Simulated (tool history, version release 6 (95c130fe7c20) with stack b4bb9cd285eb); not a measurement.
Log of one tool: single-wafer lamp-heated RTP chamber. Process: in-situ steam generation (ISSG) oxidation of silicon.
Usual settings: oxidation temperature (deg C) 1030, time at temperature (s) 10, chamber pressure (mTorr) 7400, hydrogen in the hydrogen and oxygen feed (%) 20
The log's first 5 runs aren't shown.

run,hour,oxidation temperature (deg C),time at temperature (s),chamber pressure (mTorr),hydrogen in the hydrogen and oxygen feed (%),"read-back reference wafer on the same gauge, thickness",oxide thickness on the monitor wafer (Å)
6,280,1030,10,7400,20,4.47,40.96
7,325.1,1030,10,7400,20,4.475,41.01
8,351,1030,10,7400,20,4.465,40.84
# hour 388.1: pressure gauge zeroed
9,388.6,1030,10,7400,20,4.47,41.34
10,444.1,1030,10,7400,20,4.462,41.1
# hour 456.8: hydrogen flow controller replaced
11,494.6,1030,10,7400,20,4.456,41.06
# hour 505.3: pyrometer window cleaned and pyrometer calibrated
12,560.9,1030,10,7400,20,4.462,40.85
13,612.7,1030,10,7400,20,4.474,40.56
14,670.9,1030,13,6900,11,4.469,39.9
15,727.4,1030,10,6900,20,4.474,40.75
16,782.6,1030,7,7400,20,4.468,35.11

Forecast run 17:
# hour 797.8: pyrometer window cleaned and pyrometer calibrated
17,821.4,1037,12,7400,20,?,?

{"run 17": {"read-back reference wafer on the same gauge, thickness": 4.468, "oxide thickness on the monitor wafer (Å)": 45.44}}
Without the tool's hidden state the same run would have given oxide thickness on the monitor wafer (Å) 45.19.
